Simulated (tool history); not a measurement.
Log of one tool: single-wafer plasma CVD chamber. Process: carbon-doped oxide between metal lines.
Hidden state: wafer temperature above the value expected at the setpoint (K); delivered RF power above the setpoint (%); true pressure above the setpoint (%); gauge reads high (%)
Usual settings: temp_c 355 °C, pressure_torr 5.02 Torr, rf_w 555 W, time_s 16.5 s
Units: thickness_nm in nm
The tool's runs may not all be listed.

run,hour,temp_c,pressure_torr,rf_w,time_s,wafers since the last listed run,hours since the last thermocouple change,hours since the last RF generator calibration,hours since the last manometer calibration,hours since the showerhead was replaced,hours since the gauge calibration,"read-back reference wafer on the same gauge, thickness_nm",thickness_nm
1,0,355,5.02,555,16.5,0,1582.4,266.8,1872.9,4851.9,506.2,94.846,82.006
2,32.6,355,5.02,495,16.5,1222,1615,299.4,1905.5,4884.5,538.8,94.796,76.518
3,100.1,355,5.02,495,16.5,2530,1682.5,366.9,1973,4952,606.3,94.574,76.239
4,205.9,355,5.02,555,16.5,3966,1788.3,472.7,2078.8,5057.8,712.1,94.616,80.858
5,251.5,364,5.02,555,16.5,1709,1833.9,518.3,2124.4,5103.4,757.7,94.63,79.705
6,288.5,364,5.02,555,16.5,1387,1870.9,555.3,2161.4,5140.4,794.7,94.473,78.073
7,344.2,355,5.02,555,16.5,2088,1926.6,611,2217.1,5196.1,850.4,94.622,81.566
8,368.6,355,5.02,555,16.5,914,1951,635.4,2241.5,5220.5,874.8,94.715,80.663
# hour 381.7: thermocouple changed; heater temperature recalibrated
9,431.9,355,5.86,555,16.5,2073,50.2,698.7,2304.8,5283.8,938.1,94.636,81.722
10,496.4,355,5.86,555,16.5,2418,114.7,763.2,2369.3,5348.3,1002.6,94.538,82.771
11,540.3,355,5.86,555,16.5,1645,158.6,807.1,2413.2,5392.2,1046.5,94.609,82.465
12,601.6,355,5.02,555,16.5,2298,219.9,868.4,2474.5,5453.5,1107.8,94.95,80.017
# hour 634.2: showerhead replaced
13,634.7,355,5.02,555,16.5,940,253,901.5,2507.6,0.5,1140.9,94.6,79.27
14,693.5,347,5.46,480,14.4,2204,311.8,960.3,2566.4,59.3,1199.7,94.788,67.438
15,735.9,368,5.58,470,18.9,1589,354.2,1002.7,2608.8,101.7,1242.1,94.772,81.697
16,762.4,355,5.79,640,15.5,993,380.7,1029.2,2635.3,128.2,1268.6,94.812,81.858
17,802.8,346,5.02,475,17.4,1514,421.1,1069.6,2675.7,168.6,1309,94.68,78.912
18,859.8,355,5.02,495,16.5,2136,478.1,1126.6,2732.7,225.6,1366,94.583,74.45
# hour 901: RF generator calibrated
19,904.8,355,4.53,555,16.5,1387,523.1,3.8,2777.7,270.6,1411,94.637,80.651
20,947.5,361,5.78,605,18.4,1600,565.8,46.5,2820.4,313.3,1453.7,94.577,95.7
21,1011,355,5.02,555,16.5,2380,629.3,110,2883.9,376.8,1517.2,94.685,82.346
# hour 1034.9: gauge calibrated
22,1056.4,359,4.39,555,13.4,1701,674.7,155.4,2929.3,422.2,21.5,94.866,65.386
23,1097.5,365,5.4,555,16.5,1540,715.8,196.5,2970.4,463.3,62.6,94.793,80.147
# hour 1118.4: capacitance manometer re-zeroed and calibrated
24,1154.6,355,5.37,620,19.4,1840,772.9,253.6,36.2,520.4,119.7,94.639,102.753
25,1337.8,350,5.02,555,16.5,6867,956.1,436.8,219.4,703.6,302.9,94.685,83.227
26,1406.3,362,5.02,555,15.6,2567,1024.6,505.3,287.9,772.1,371.4,94.641,75.732
27,1446.1,355,5.02,485,16.5,1492,1064.4,545.1,327.7,811.9,411.2,94.745,76.211

Measured less the same run without the tool's hidden state. The same run-to-run variation is in both; the gauge's scatter may not be:
run,thickness_nm
1,-0.741
2,-0.744
3,-0.838
4,-1.068
5,-1.151
6,-1.213
7,-1.415
8,-1.468
9,-1.68
10,-1.922
11,-2.075
12,-2.248
13,-2.359
14,-2.276
15,-2.958
16,-2.951
17,-3.183
18,-3.273
19,-0.073
20,-0.093
21,-0.101
22,-0.101
23,-0.153
24,-0.266
25,-0.491
26,-0.58
27,-0.695
